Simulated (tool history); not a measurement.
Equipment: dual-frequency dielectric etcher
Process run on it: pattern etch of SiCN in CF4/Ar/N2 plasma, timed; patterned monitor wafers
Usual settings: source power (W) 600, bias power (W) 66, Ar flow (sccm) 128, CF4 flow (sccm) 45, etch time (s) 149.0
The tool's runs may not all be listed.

| run | day | source power (W) | bias power (W) | Ar flow (sccm) | CF4 flow (sccm) | etch time (s) | read-back reference wafer on the same gauge, depth_nm | mean etch depth across the wafer (angstrom) |
|---|---|---|---|---|---|---|---|---|
| 1 | 0.000 | 600 | 58 | 128 | 51 | 149.0 | 144.0 | 1286 |
| 2 | 2.225 | 600 | 58 | 128 | 51 | 149.0 | 144.0 | 1284 |
| 3 | 3.200 | 600 | 66 | 128 | 45 | 149.0 | 144.0 | 1282 |
| 4 | 3.962 | 600 | 66 | 128 | 45 | 149.0 | 144.0 | 1282 |
|  | 5.262 | bias power generator calibrated |
| 5 | 5.292 | 600 | 66 | 128 | 45 | 149.0 | 144.1 | 1279 |
| 6 | 6.225 | 600 | 66 | 128 | 45 | 149.0 | 144.0 | 1278 |
| 7 | 6.925 | 600 | 66 | 128 | 45 | 149.0 | 143.9 | 1280 |
| 8 | 7.525 | 600 | 66 | 128 | 45 | 149.0 | 144.0 | 1279 |
|  | 7.746 | gauge calibrated |
|  | 9.096 | wet clean of the chamber |
|  | 9.225 | upper electrode replaced |
| 9 | 9.246 | 740 | 61 | 128 | 37 | 160.5 | 144.0 | 1595 |
| 10 | 9.962 | 510 | 76 | 99 | 50 | 149.0 | 144.0 | 1221 |
| 11 | 10.962 | 600 | 58 | 128 | 51 | 149.0 | 144.0 | 1302 |
| 12 | 11.967 | 600 | 80 | 128 | 45 | 149.0 | 144.0 | 1367 |
|  | 12.458 | source power generator calibrated |
|  | 12.583 | Ar flow controller replaced |
|  | 13.125 | CF4 flow controller replaced |
| 13 | 13.450 | 680 | 66 | 128 | 55 | 149.0 | 144.0 | 1621 |
| 14 | 14.462 | 600 | 66 | 128 | 35 | 149.0 | 144.0 | 1247 |
| 15 | 15.267 | 600 | 54 | 99 | 45 | 149.0 | 143.9 | 1338 |
| 16 | 15.962 | 600 | 66 | 128 | 45 | 149.0 | 144.0 | 1340 |
| 17 | 17.183 | 600 | 66 | 128 | 45 | 149.0 | 144.1 | 1340 |

Each row is a separate what-if for the run after 17, all from the same tool condition, not one after another. Results?
| A | 17.204 | 600 | 62 | 128 | 45 | 149.0 | ? | ? |
| B | 17.204 | 600 | 66 | 128 | 39 | 109.5 | ? | ? |
| C | 17.204 | 600 | 66 | 154 | 45 | 149.0 | ? | ? |
| D | 17.204 | 600 | 59 | 128 | 45 | 149.0 | ? | ? |

| run | read-back reference wafer on the same gauge, depth_nm | mean etch depth across the wafer (angstrom) |
|---|---|---|
| A | 144.0 | 1318 |
| B | 144.0 | 945 |
| C | 144.0 | 1297 |
| D | 144.0 | 1301 |
What these runs would have given with no unlogged condition in the tool:
| run | mean etch depth across the wafer (angstrom) |
|---|---|
| A | 1341 |
| B | 961 |
| C | 1318 |
| D | 1323 |
